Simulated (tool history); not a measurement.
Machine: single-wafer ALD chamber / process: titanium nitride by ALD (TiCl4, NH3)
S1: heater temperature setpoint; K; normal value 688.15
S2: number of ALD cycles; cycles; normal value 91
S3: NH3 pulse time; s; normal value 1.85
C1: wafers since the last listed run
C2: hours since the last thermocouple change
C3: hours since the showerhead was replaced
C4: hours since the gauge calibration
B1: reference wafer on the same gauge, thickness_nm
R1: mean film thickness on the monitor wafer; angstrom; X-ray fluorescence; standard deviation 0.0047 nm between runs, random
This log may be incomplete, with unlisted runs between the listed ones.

{"run": 1, "hour": 0.0, "S1": 688.15, "S2": 91, "S3": 1.85, "C1": 0, "C2": 2479.2, "C3": 5484.6, "C4": 669.5, "B1": 2.063, "R1": 19.25}
{"run": 2, "hour": 30.1, "S1": 688.15, "S2": 91, "S3": 1.85, "C1": 72, "C2": 2509.3, "C3": 5514.7, "C4": 699.6, "B1": 2.066, "R1": 19.13}
{"run": 3, "hour": 49.0, "S1": 688.15, "S2": 91, "S3": 1.85, "C1": 45, "C2": 2528.2, "C3": 5533.6, "C4": 718.5, "B1": 2.066, "R1": 19.18}
{"run": 4, "hour": 100.2, "S1": 696.15, "S2": 91, "S3": 1.85, "C1": 123, "C2": 2579.4, "C3": 5584.8, "C4": 769.7, "B1": 2.071, "R1": 19.29}
{"run": 5, "hour": 133.7, "S1": 688.15, "S2": 101, "S3": 1.85, "C1": 80, "C2": 2612.9, "C3": 5618.3, "C4": 803.2, "B1": 2.075, "R1": 21.36}
{"run": 6, "hour": 154.2, "S1": 688.15, "S2": 91, "S3": 1.85, "C1": 49, "C2": 2633.4, "C3": 5638.8, "C4": 823.7, "B1": 2.075, "R1": 19.34}
{"run": 7, "hour": 219.6, "S1": 688.15, "S2": 91, "S3": 1.85, "C1": 157, "C2": 2698.8, "C3": 5704.2, "C4": 889.1, "B1": 2.082, "R1": 19.4}
{"run": 8, "hour": 235.3, "S1": 688.15, "S2": 91, "S3": 1.85, "C1": 37, "C2": 2714.5, "C3": 5719.9, "C4": 904.8, "B1": 2.083, "R1": 19.37}
{"hour": 258.5, "done": "thermocouple changed; heater temperature recalibrated"}
{"run": 9, "hour": 264.6, "S1": 688.15, "S2": 87, "S3": 1.85, "C1": 51, "C2": 6.1, "C3": 5749.2, "C4": 934.1, "B1": 2.085, "R1": 18.57}
{"run": 10, "hour": 276.7, "S1": 683.15, "S2": 91, "S3": 2.21, "C1": 29, "C2": 18.2, "C3": 5761.3, "C4": 946.2, "B1": 2.085, "R1": 19.56}
{"run": 11, "hour": 306.3, "S1": 683.15, "S2": 91, "S3": 2.21, "C1": 71, "C2": 47.8, "C3": 5790.9, "C4": 975.8, "B1": 2.089, "R1": 19.51}
{"run": 12, "hour": 326.0, "S1": 688.15, "S2": 91, "S3": 1.85, "C1": 47, "C2": 67.5, "C3": 5810.6, "C4": 995.5, "B1": 2.091, "R1": 19.4}
{"run": 13, "hour": 356.9, "S1": 688.15, "S2": 91, "S3": 1.85, "C1": 74, "C2": 98.4, "C3": 5841.5, "C4": 1026.4, "B1": 2.094, "R1": 19.51}
{"run": 14, "hour": 400.4, "S1": 688.15, "S2": 80, "S3": 1.32, "C1": 104, "C2": 141.9, "C3": 5885, "C4": 1069.9, "B1": 2.098, "R1": 16.74}
{"run": 15, "hour": 420.3, "S1": 688.15, "S2": 80, "S3": 1.32, "C1": 47, "C2": 161.8, "C3": 5904.9, "C4": 1089.8, "B1": 2.101, "R1": 16.78}
{"hour": 447.6, "done": "gauge calibrated"}
{"run": 16, "hour": 490.8, "S1": 688.15, "S2": 91, "S3": 2, "C1": 169, "C2": 232.3, "C3": 5975.4, "C4": 43.2, "B1": 2.034, "R1": 18.94}
{"run": 17, "hour": 524.9, "S1": 688.15, "S2": 108, "S3": 2.44, "C1": 82, "C2": 266.4, "C3": 6009.5, "C4": 77.3, "B1": 2.034, "R1": 22.66}
{"run": 18, "hour": 552.3, "S1": 688.15, "S2": 91, "S3": 1.85, "C1": 65, "C2": 293.8, "C3": 6036.9, "C4": 104.7, "B1": 2.035, "R1": 18.87}
{"run": 19, "hour": 576.0, "S1": 688.15, "S2": 91, "S3": 1.85, "C1": 57, "C2": 317.5, "C3": 6060.6, "C4": 128.4, "B1": 2.035, "R1": 18.85}
{"run": 20, "hour": 610.2, "S1": 688.15, "S2": 91, "S3": 1.85, "C1": 82, "C2": 351.7, "C3": 6094.8, "C4": 162.6, "B1": 2.036, "R1": 18.93}
{"run": 21, "hour": 630.6, "S1": 688.15, "S2": 91, "S3": 1.85, "C1": 49, "C2": 372.1, "C3": 6115.2, "C4": 183, "B1": 2.036, "R1": 18.9}
{"run": 22, "hour": 653.6, "S1": 693.15, "S2": 77, "S3": 1.12, "C1": 55, "C2": 395.1, "C3": 6138.2, "C4": 206, "B1": 2.037, "R1": 15.42}
{"run": 23, "hour": 679.3, "S1": 688.15, "S2": 91, "S3": 1.63, "C1": 61, "C2": 420.8, "C3": 6163.9, "C4": 231.7, "B1": 2.037, "R1": 18.79}
{"run": 24, "hour": 715.1, "S1": 702.15, "S2": 102, "S3": 2.53, "C1": 86, "C2": 456.6, "C3": 6199.7, "C4": 267.5, "B1": 2.039, "R1": 21.56}
{"run": 25, "hour": 734.2, "S1": 688.15, "S2": 91, "S3": 1.85, "C1": 45, "C2": 475.7, "C3": 6218.8, "C4": 286.6, "B1": 2.039, "R1": 19}
{"hour": 765.8, "done": "showerhead replaced"}
{"run": 26, "hour": 766.3, "S1": 688.15, "S2": 85, "S3": 1.85, "C1": 58, "C2": 507.8, "C3": 0.5, "C4": 318.7, "B1": 2.039, "R1": 17.72}
{"run": 27, "hour": 794.0, "S1": 674.15, "S2": 103, "S3": 1.62, "C1": 66, "C2": 535.5, "C3": 28.2, "C4": 346.4, "B1": 2.041, "R1": 21.22}
{"run": 28, "hour": 811.4, "S1": 675.15, "S2": 79, "S3": 1.85, "C1": 41, "C2": 552.9, "C3": 45.6, "C4": 363.8, "B1": 2.041, "R1": 16.37}
{"run": 29, "hour": 834.0, "S1": 688.15, "S2": 91, "S3": 2.36, "C1": 54, "C2": 575.5, "C3": 68.2, "C4": 386.4, "B1": 2.042, "R1": 19.17}
{"run": 30, "hour": 862.9, "S1": 677.15, "S2": 105, "S3": 2.25, "C1": 69, "C2": 604.4, "C3": 97.1, "C4": 415.3, "B1": 2.043, "R1": 22.09}
{"run": 31, "hour": 886.9, "S1": 676.15, "S2": 91, "S3": 1.27, "C1": 57, "C2": 628.4, "C3": 121.1, "C4": 439.3, "B1": 2.044, "R1": 18.33}
{"run": 32, "hour": 906.1, "S1": 688.15, "S2": 91, "S3": 1.85, "C1": 46, "C2": 647.6, "C3": 140.3, "C4": 458.5, "B1": 2.045, "R1": 19.03}
{"run": 33, "hour": 938.1, "S1": 688.15, "S2": 91, "S3": 1.85, "C1": 77, "C2": 679.6, "C3": 172.3, "C4": 490.5, "B1": 2.048, "R1": 19}
{"run": 34, "hour": 952.4, "S1": 688.15, "S2": 73, "S3": 1.85, "C1": 34, "C2": 693.9, "C3": 186.6, "C4": 504.8, "B1": 2.048, "R1": 15.29}
{"run": 35, "hour": 967.6, "S1": 677.15, "S2": 73, "S3": 1.37, "C1": 36, "C2": 709.1, "C3": 201.8, "C4": 520, "B1": 2.047, "R1": 14.85}
{"run": 36, "hour": 1002.3, "S1": 683.15, "S2": 91, "S3": 1.85, "C1": 83, "C2": 743.8, "C3": 236.5, "C4": 554.7, "B1": 2.051, "R1": 19.08}
{"run": 37, "hour": 1035.5, "S1": 688.15, "S2": 91, "S3": 1.85, "C1": 79, "C2": 777, "C3": 269.7, "C4": 587.9, "B1": 2.052, "R1": 19.05}
{"run": 38, "hour": 1048.5, "S1": 688.15, "S2": 83, "S3": 2.46, "C1": 31, "C2": 790, "C3": 282.7, "C4": 600.9, "B1": 2.053, "R1": 17.62}
{"run": 39, "hour": 1077.8, "S1": 676.15, "S2": 85, "S3": 1.85, "C1": 70, "C2": 819.3, "C3": 312, "C4": 630.2, "B1": 2.056, "R1": 17.72}
{"run": 40, "hour": 1092.7, "S1": 698.15, "S2": 91, "S3": 1.85, "C1": 35, "C2": 834.2, "C3": 326.9, "C4": 645.1, "B1": 2.056, "R1": 19.17}
{"run": 41, "hour": 1164.3, "S1": 703.15, "S2": 91, "S3": 1.85, "C1": 172, "C2": 905.8, "C3": 398.5, "C4": 716.7, "B1": 2.061, "R1": 19.18}

Each row is a separate what-if for the run after 41, all from the same tool condition, not one after another. Results?
{"run": "A", "hour": 1164.9, "S1": 688.15, "S2": 91, "S3": 1.85, "C1": 1, "C2": 906.4, "C3": 399.1, "C4": 717.3, "B1": "?", "R1": "?"}
{"run": "B", "hour": 1164.9, "S1": 699.15, "S2": 103, "S3": 2.26, "C1": 1, "C2": 906.4, "C3": 399.1, "C4": 717.3, "B1": "?", "R1": "?"}
{"run": "C", "hour": 1164.9, "S1": 683.15, "S2": 91, "S3": 2.17, "C1": 1, "C2": 906.4, "C3": 399.1, "C4": 717.3, "B1": "?", "R1": "?"}

run=A B1=2.06 R1=19.19
run=B B1=2.06 R1=21.97
run=C B1=2.06 R1=19.31
With no hidden state in the tool, these same runs would have given:
run=A R1=19
run=B R1=21.76
run=C R1=19.12
